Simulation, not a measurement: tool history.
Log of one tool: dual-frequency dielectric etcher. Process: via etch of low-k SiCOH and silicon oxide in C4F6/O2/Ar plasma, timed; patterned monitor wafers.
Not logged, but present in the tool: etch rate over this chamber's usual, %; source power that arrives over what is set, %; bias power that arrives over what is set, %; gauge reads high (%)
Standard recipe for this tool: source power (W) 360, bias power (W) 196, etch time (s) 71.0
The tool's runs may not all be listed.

run,hour,source power (W),bias power (W),etch time (s),wafers since the last listed run,hours since the last wet clean,hours since the last source power generator calibration,hours since the last bias power generator calibration,hours since the last upper electrode change,hours since the gauge calibration,"read-back reference wafer on the same gauge, depth_nm",mean etch depth across the wafer (nm)
1,0.0,360,161,85.0,0,54.0,1923.0,4104.8,1681.0,250.6,167.1,193.2
2,12.9,340,196,71.0,91,66.9,1935.9,4117.7,1693.9,263.5,167.0,165.7
3,26.9,340,196,71.0,98,80.9,1949.9,4131.7,1707.9,277.5,166.9,166.8
4,58.9,360,208,71.0,225,112.9,1981.9,4163.7,1739.9,309.5,167.1,170.4
5,78.2,360,208,71.0,136,132.2,2001.2,4183.0,1759.2,328.8,167.0,171.0
6,103.7,360,221,71.0,179,157.7,2026.7,4208.5,1784.7,354.3,167.0,172.4
7,118.7,360,221,71.0,105,172.7,2041.7,4223.5,1799.7,369.3,166.9,173.0
# hour 141.6: gauge calibrated
# hour 147.5: bias power generator calibrated
8,150.3,360,196,91.5,194,204.3,2073.3,2.8,1831.3,8.7,167.0,217.4
9,172.4,360,196,71.0,155,226.4,2095.4,24.9,1853.4,30.8,167.0,168.6
# hour 250.9: source power generator calibrated
# hour 285.2: wet clean of the chamber
# hour 287.3: upper electrode replaced
10,287.8,360,196,71.0,601,2.6,36.9,140.3,0.5,146.2,167.0,168.5
11,296.0,360,196,71.0,57,10.8,45.1,148.5,8.7,154.4,166.9,167.5
12,319.4,300,196,71.0,165,34.2,68.5,171.9,32.1,177.8,167.0,163.0
13,409.2,360,244,71.0,633,124.0,158.3,261.7,121.9,267.6,167.0,176.8
14,439.1,320,244,86.5,210,153.9,188.2,291.6,151.8,297.5,167.0,211.0
15,453.6,410,196,71.0,102,168.4,202.7,306.1,166.3,312.0,167.0,174.3

5 ways to go on from here, each from the tool as it stands after run 15. What would each give?
A,454.0,360,196,71.0,2,168.8,203.1,306.5,166.7,312.4,?,?
B,454.0,280,212,64.0,2,168.8,203.1,306.5,166.7,312.4,?,?
C,454.0,360,196,56.5,2,168.8,203.1,306.5,166.7,312.4,?,?
D,454.0,360,172,71.0,2,168.8,203.1,306.5,166.7,312.4,?,?
E,454.0,340,196,77.0,2,168.8,203.1,306.5,166.7,312.4,?,?

run,"read-back reference wafer on the same gauge, depth_nm",mean etch depth across the wafer (nm)
A,167.0,168.2
B,167.0,146.9
C,167.0,133.9
D,167.0,163.4
E,167.0,180.3
Stripped of hidden state, with their random variation kept, the same runs would have yielded:
run,mean etch depth across the wafer (nm)
A,168.2
B,146.9
C,133.9
D,163.4
E,180.3
